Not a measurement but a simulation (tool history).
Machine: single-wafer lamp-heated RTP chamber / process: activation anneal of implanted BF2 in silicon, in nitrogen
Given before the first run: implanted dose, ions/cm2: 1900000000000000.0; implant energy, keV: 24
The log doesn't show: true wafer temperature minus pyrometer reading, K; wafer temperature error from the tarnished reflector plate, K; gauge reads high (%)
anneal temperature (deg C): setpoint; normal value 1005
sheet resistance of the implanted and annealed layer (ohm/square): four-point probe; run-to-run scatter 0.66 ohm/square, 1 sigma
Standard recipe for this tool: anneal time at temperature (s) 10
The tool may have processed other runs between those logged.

run	hour	anneal temperature (deg C)	anneal time at temperature (s)	wafers since the last listed run	wafers since the last pyrometer calibration	wafers since the reflector plate was cleaned	hours since the gauge calibration	read-back reference wafer on the same gauge, sheet resistance	sheet resistance of the implanted and annealed layer (ohm/square)
1	0	1005	10	0	5177	11278	493.8	152.11	158.79
2	17.1	1005	10	271	5449	11550	510.9	152.07	159.07
3	34.9	1005	10	282	5732	11833	528.7	152.1	159.51
4	49.6	1005	10	233	5966	12067	543.4	151.74	159.35
5	56.2	1005	10	104	6071	12172	550	151.75	159.36
6	73.5	1005	10	274	6346	12447	567.3	151.86	159.47
7	86.6	1005	10	208	6554	12655	580.4	152.1	158.51
8	102.5	1005	10	252	6806	12907	596.3	151.96	159.31
9	116.3	1005	10	219	7026	13127	610.1	152.18	158.6
# hour 117.3: gauge calibrated
10	131.4	1005	10	240	7266	13367	14.1	152	158.56
# hour 145.6: reflector plate cleaned
# hour 146: pyrometer window cleaned and pyrometer calibrated
11	146.5	1005	10	105	8	8	29.2	152.05	163.05
12	150.6	1016	10	65	73	73	33.3	152	150.66
13	167.3	1005	10	265	338	338	50	151.95	162.96
14	178.4	1005	10	176	515	515	61.1	151.98	162.09
15	190	1005	10	184	699	699	72.7	151.93	162.51
16	207.5	1005	10	278	977	977	90.2	151.84	161.25
17	214.7	1028	14	114	1092	1092	97.4	152	130.84
18	222.4	1028	13	122	1214	1214	105.1	152.23	133.44
19	238.5	1021	15	255	1470	1470	121.2	151.94	137.13
20	254.7	1032	10	257	1728	1728	137.4	151.99	134.85
21	267.6	988	13	205	1933	1933	150.3	151.79	176.36
22	284.9	993	10	274	2208	2208	167.6	151.86	176.44
23	301.4	1013	4	262	2470	2470	184.1	152.12	168.44
24	307.7	1034	7	100	2570	2570	190.4	151.92	139.84
25	319.6	1005	10	189	2759	2759	202.3	151.99	161.13
26	334	992	8	228	2988	2988	216.7	151.79	180.17
27	340.2	1032	6	98	3087	3087	222.9	152.08	145.19
28	357.1	1034	7	268	3355	3355	239.8	151.93	139.73
29	369.8	1005	10	201	3557	3557	252.5	151.86	160.59
30	378.2	982	8	133	3691	3691	260.9	151.94	189.98
31	392.9	1005	10	233	3924	3924	275.6	152.08	160.72
32	409.1	1005	10	257	4182	4182	291.8	151.92	159.19
33	424.1	985	12	238	4420	4420	306.8	151.76	180.84
34	437.2	976	4	208	4629	4629	319.9	152.03	204.6
35	447.9	995	15	170	4799	4799	330.6	152.04	163.95
36	459.5	1013	8	184	4983	4983	342.2	151.88	156.17

Across each entry between runs, compare the hidden state at the last listed run before it with the hidden state at the first listed run after it:
Runs 9 to 10: gauge calibrated (hour 117.3)
  true wafer temperature minus pyrometer reading, K: 3.2 -> 3.3
  difference, measured minus the result without the unlogged condition, sheet resistance of the implanted and annealed layer (ohm/square): -3.46 -> -3.56
Runs 10 to 11: reflector plate cleaned (hour 145.6); pyrometer window cleaned and pyrometer calibrated (hour 146)
  true wafer temperature minus pyrometer reading, K: 3.3 -> 0.165
  difference, measured minus the result without the unlogged condition, sheet resistance of the implanted and annealed layer (ohm/square): -3.56 -> -0.18

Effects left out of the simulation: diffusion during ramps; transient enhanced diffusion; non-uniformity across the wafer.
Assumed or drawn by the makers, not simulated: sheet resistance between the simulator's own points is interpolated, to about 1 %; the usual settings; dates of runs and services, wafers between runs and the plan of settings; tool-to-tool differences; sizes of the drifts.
